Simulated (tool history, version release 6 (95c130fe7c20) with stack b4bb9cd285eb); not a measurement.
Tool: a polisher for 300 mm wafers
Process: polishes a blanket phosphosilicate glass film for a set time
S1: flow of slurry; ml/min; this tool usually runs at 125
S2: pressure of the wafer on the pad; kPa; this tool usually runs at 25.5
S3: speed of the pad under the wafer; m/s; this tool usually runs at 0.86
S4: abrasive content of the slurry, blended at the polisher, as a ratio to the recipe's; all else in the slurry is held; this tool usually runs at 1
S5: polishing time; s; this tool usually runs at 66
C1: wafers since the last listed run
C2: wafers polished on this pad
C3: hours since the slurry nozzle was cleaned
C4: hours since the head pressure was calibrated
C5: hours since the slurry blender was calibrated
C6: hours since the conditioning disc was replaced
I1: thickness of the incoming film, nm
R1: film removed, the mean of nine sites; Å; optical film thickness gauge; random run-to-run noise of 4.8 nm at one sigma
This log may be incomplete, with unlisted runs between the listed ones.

run	day	S1	S2	S3	S4	S5	C1	C2	C3	C4	C5	C6	I1	R1
1	0	125	25.5	0.86	1	66	0	720	160.6	521.8	347.4	137.7	4060.8	4355
2	0.396	125	25.5	0.86	1	66	103	823	170.1	531.3	356.9	147.2	3988.1	4300
# day 1.071: conditioning disc replaced and pad reconditioned
3	2.542	125	25.5	0.86	1	66	539	1363	221.6	582.8	408.4	35.3	3970	4262
# day 2.85: head pressure recalibrated
# day 3: worn pad replaced by a new one
4	3.167	125	25.5	0.86	1	66	102	43	236.6	7.6	423.4	50.3	4042.7	4250
# day 3.679: slurry blender recalibrated
# day 3.688: slurry nozzle cleaned
5	3.729	125	25.5	0.86	1	66	122	166	1	21.1	1.2	63.8	3975	4834
6	4.017	125	29.6	0.86	1	66	75	241	7.9	28	8.1	70.7	4032.3	5286
7	4.275	125	25.5	0.86	1	66	67	309	14.1	34.2	14.3	76.9	4018.7	4638
8	4.679	125	25.5	0.86	1	66	105	415	23.8	43.9	24	86.6	4092.9	4692
9	5.35	125	25.5	0.86	1	66	175	590	39.9	60	40.1	102.7	4052.9	4665
10	5.971	125	25.5	0.86	1	66	162	753	54.8	74.9	55	117.6	4013.7	4697
11	6.512	125	25.5	1.12	1	66	141	894	67.8	87.9	68	130.6	4039.4	5538
# day 6.688: conditioning disc replaced and pad reconditioned
12	7.138	80	25.5	0.86	1	43	141	1036	82.8	102.9	83	10.8	4086.1	2571
13	7.8	110	25.5	0.86	1	66	173	1210	98.7	118.8	98.9	26.7	4033.6	4459
14	8.538	135	31.7	0.86	1.25	51	192	1403	116.4	136.5	116.6	44.4	4030.8	4572
# day 8.754: worn pad replaced by a new one
15	9.167	115	18.6	0.86	1	72	121	108	131.5	151.6	131.7	59.5	4075.4	3944

Some steps in R1, run to run, broken into two amounts with sign: the step expected even without the hidden condition (settings, incoming material, random variation), and the rest, left for the hidden condition together with whatever gauge scatter is not in both the measured and the hidden-condition-free result:
Hidden conditions of the tool in this case: removal rate lost through wear of the pad, %; slurry flow missing at the pad, %; deviation of the head's pressure from its setpoint, %; abrasive missing from the slurry, %; time polished since the conditioner stopped cutting, s.
Run 4 -> 5: slurry blender recalibrated, slurry nozzle cleaned. R1 +584 Å: hidden state +529, all else +55.
Run 11 -> 12: S1 125 -> 80, S3 1.12 -> 0.86, S5 66 -> 43, conditioning disc replaced and pad reconditioned. R1 -2967 Å: hidden state +27, all else -2994.
